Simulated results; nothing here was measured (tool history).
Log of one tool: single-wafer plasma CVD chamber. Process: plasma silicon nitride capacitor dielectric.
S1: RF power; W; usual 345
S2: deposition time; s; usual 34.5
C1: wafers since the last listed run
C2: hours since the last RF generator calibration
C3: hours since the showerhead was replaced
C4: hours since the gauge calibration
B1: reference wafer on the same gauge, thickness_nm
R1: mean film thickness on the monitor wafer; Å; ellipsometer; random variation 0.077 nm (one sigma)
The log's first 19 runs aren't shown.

{"run": 20, "hour": 254.0, "S1": 345, "S2": 31.6, "C1": 272, "C2": 2208.1, "C3": 106.4, "C4": 379.4, "B1": 60.701, "R1": 456.42}
{"run": 21, "hour": 264.3, "S1": 385, "S2": 30.5, "C1": 219, "C2": 2218.4, "C3": 116.7, "C4": 389.7, "B1": 60.699, "R1": 455.66}
{"run": 22, "hour": 282.0, "S1": 370, "S2": 41.4, "C1": 376, "C2": 2236.1, "C3": 134.4, "C4": 407.4, "B1": 60.666, "R1": 609.66}
{"hour": 284.7, "done": "gauge calibrated"}
{"run": 23, "hour": 297.5, "S1": 385, "S2": 31.6, "C1": 329, "C2": 2251.6, "C3": 149.9, "C4": 12.8, "B1": 60.697, "R1": 471.42}
{"run": 24, "hour": 303.8, "S1": 390, "S2": 32.7, "C1": 134, "C2": 2257.9, "C3": 156.2, "C4": 19.1, "B1": 60.696, "R1": 490.24}
{"hour": 313.7, "done": "RF generator calibrated"}
{"run": 25, "hour": 314.2, "S1": 320, "S2": 34.5, "C1": 51, "C2": 0.5, "C3": 166.6, "C4": 29.5, "B1": 60.731, "R1": 498.57}
{"run": 26, "hour": 320.0, "S1": 370, "S2": 38.9, "C1": 123, "C2": 6.3, "C3": 172.4, "C4": 35.3, "B1": 60.712, "R1": 585.02}
{"run": 27, "hour": 332.3, "S1": 345, "S2": 34.5, "C1": 261, "C2": 18.6, "C3": 184.7, "C4": 47.6, "B1": 60.709, "R1": 508.47}
{"run": 28, "hour": 348.0, "S1": 345, "S2": 28.6, "C1": 334, "C2": 34.3, "C3": 200.4, "C4": 63.3, "B1": 60.722, "R1": 421.71}
{"run": 29, "hour": 359.4, "S1": 345, "S2": 40.2, "C1": 242, "C2": 45.7, "C3": 211.8, "C4": 74.7, "B1": 60.715, "R1": 591.25}
{"run": 30, "hour": 403.9, "S1": 280, "S2": 30.7, "C1": 946, "C2": 90.2, "C3": 256.3, "C4": 119.2, "B1": 60.682, "R1": 425.04}
{"run": 31, "hour": 419.8, "S1": 345, "S2": 34.5, "C1": 338, "C2": 106.1, "C3": 272.2, "C4": 135.1, "B1": 60.692, "R1": 507.63}
{"run": 32, "hour": 427.4, "S1": 345, "S2": 41.0, "C1": 161, "C2": 113.7, "C3": 279.8, "C4": 142.7, "B1": 60.717, "R1": 603.18}
{"run": 33, "hour": 433.5, "S1": 345, "S2": 34.5, "C1": 129, "C2": 119.8, "C3": 285.9, "C4": 148.8, "B1": 60.73, "R1": 507.13}
{"run": 34, "hour": 441.5, "S1": 345, "S2": 34.5, "C1": 170, "C2": 127.8, "C3": 293.9, "C4": 156.8, "B1": 60.681, "R1": 506.83}
{"run": 35, "hour": 455.5, "S1": 395, "S2": 40.1, "C1": 297, "C2": 141.8, "C3": 307.9, "C4": 170.8, "B1": 60.692, "R1": 612.68}
{"run": 36, "hour": 464.8, "S1": 300, "S2": 34.5, "C1": 197, "C2": 151.1, "C3": 317.2, "C4": 180.1, "B1": 60.667, "R1": 485.8}
{"run": 37, "hour": 473.4, "S1": 285, "S2": 28.0, "C1": 182, "C2": 159.7, "C3": 325.8, "C4": 188.7, "B1": 60.727, "R1": 389.62}

Forecast each of these 4 alternatives for the next run:
{"run": "A", "hour": 473.8, "S1": 345, "S2": 34.5, "C1": 8, "C2": 160.1, "C3": 326.2, "C4": 189.1, "B1": "?", "R1": "?"}
{"run": "B", "hour": 473.8, "S1": 290, "S2": 37.2, "C1": 8, "C2": 160.1, "C3": 326.2, "C4": 189.1, "B1": "?", "R1": "?"}
{"run": "C", "hour": 473.8, "S1": 285, "S2": 31.2, "C1": 8, "C2": 160.1, "C3": 326.2, "C4": 189.1, "B1": "?", "R1": "?"}
{"run": "D", "hour": 473.8, "S1": 280, "S2": 38.2, "C1": 8, "C2": 160.1, "C3": 326.2, "C4": 189.1, "B1": "?", "R1": "?"}

run=A B1=60.693 R1=507.59
run=B B1=60.693 R1=519.73
run=C B1=60.693 R1=433.65
run=D B1=60.693 R1=528.16
Without the tool's hidden state the same runs would have given:
run=A R1=512.99
run=B R1=525.26
run=C R1=438.27
run=D R1=533.78
